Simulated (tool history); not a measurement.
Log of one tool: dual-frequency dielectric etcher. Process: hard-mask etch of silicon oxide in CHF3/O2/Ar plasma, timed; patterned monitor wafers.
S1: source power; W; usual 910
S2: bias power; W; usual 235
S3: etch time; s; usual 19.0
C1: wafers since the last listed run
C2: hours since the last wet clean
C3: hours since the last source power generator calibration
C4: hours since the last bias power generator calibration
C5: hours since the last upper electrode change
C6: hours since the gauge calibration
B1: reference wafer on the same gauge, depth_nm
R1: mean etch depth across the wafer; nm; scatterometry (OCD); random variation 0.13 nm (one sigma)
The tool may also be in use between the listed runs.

run	day	S1	S2	S3	C1	C2	C3	C4	C5	C6	B1	R1
1	0.000	910	235	19.0	0	222.8	2608.7	1103.7	2272.4	676.4	55.91	52.38
2	3.542	910	235	19.0	971	307.8	2693.7	1188.7	2357.4	761.4	55.88	52.83
3	7.367	910	235	19.0	1048	399.6	2785.5	1280.5	2449.2	853.2	55.90	52.58
# day 9.175: wet clean of the chamber
4	9.671	910	235	19.0	357	11.9	2840.8	1335.8	2504.5	908.5	55.89	51.92
5	11.746	910	235	19.0	568	61.7	2890.6	1385.6	2554.3	958.3	55.91	52.03
6	16.162	910	235	19.0	1211	167.7	2996.6	1491.6	2660.3	1064.3	55.91	52.16
7	18.896	910	235	19.0	749	233.3	3062.2	1557.2	2725.9	1129.9	55.92	52.61
8	23.100	910	235	20.0	1152	334.2	3163.1	1658.1	2826.8	1230.8	55.92	55.42
# day 26.288: wet clean of the chamber
9	26.308	910	235	20.0	605	0.5	3240.1	1735.1	2903.8	1307.8	55.92	55.04
10	30.325	910	235	19.0	1101	96.9	3336.5	1831.5	3000.2	1404.2	55.91	52.37
# day 32.100: gauge calibrated
# day 33.217: source power generator calibrated
11	33.750	910	235	19.0	893	179.1	12.8	1913.7	3082.4	39.6	55.91	52.53
12	36.300	1130	293	14.5	699	240.3	74.0	1974.9	3143.6	100.8	55.92	45.51
# day 42.488: wet clean of the chamber
13	45.554	910	235	19.0	2263	73.6	296.1	2197.0	3365.7	322.9	55.90	52.50
14	48.129	910	235	19.0	706	135.4	357.9	2258.8	3427.5	384.7	55.88	52.49
15	58.312	910	235	16.0	2792	379.8	602.3	2503.2	3671.9	629.1	55.88	44.92
# day 61.967: wet clean of the chamber
# day 62.467: upper electrode replaced
16	62.488	910	179	19.0	733	12.5	702.5	2603.4	0.5	729.3	55.91	47.98
17	65.162	1120	184	13.5	733	76.7	766.7	2667.6	64.7	793.5	55.94	36.30
# day 65.946: bias power generator calibrated
18	68.312	780	235	23.5	818	152.3	842.3	56.8	140.3	869.1	55.91	61.95
19	71.617	980	235	23.5	905	231.6	921.6	136.1	219.6	948.4	55.91	65.66
20	75.362	990	181	14.0	1027	321.5	1011.5	226.0	309.5	1038.3	55.90	36.16
21	78.538	800	180	15.0	870	397.7	1087.7	302.2	385.7	1114.5	55.91	36.87
# day 81.221: wet clean of the chamber
22	81.242	1110	235	21.5	467	0.5	1152.6	367.1	450.6	1179.4	55.90	61.78
23	85.225	1030	258	19.0	1092	96.1	1248.2	462.7	546.2	1275.0	55.91	55.26

Forecast each of these 5 alternatives for the next run:
A	85.242	910	235	19.0	4	96.5	1248.6	463.1	546.6	1275.4	?	?
B	85.242	910	259	19.0	4	96.5	1248.6	463.1	546.6	1275.4	?	?
C	85.242	910	293	19.0	4	96.5	1248.6	463.1	546.6	1275.4	?	?
D	85.242	1000	235	22.5	4	96.5	1248.6	463.1	546.6	1275.4	?	?
E	85.242	1000	235	20.5	4	96.5	1248.6	463.1	546.6	1275.4	?	?

run	B1	R1
A	55.93	51.97
B	55.93	53.62
C	55.93	55.85
D	55.93	62.93
E	55.93	57.34
Without the tool's hidden state the same runs would have given:
run	R1
A	51.38
B	53.00
C	55.20
D	62.22
E	56.69
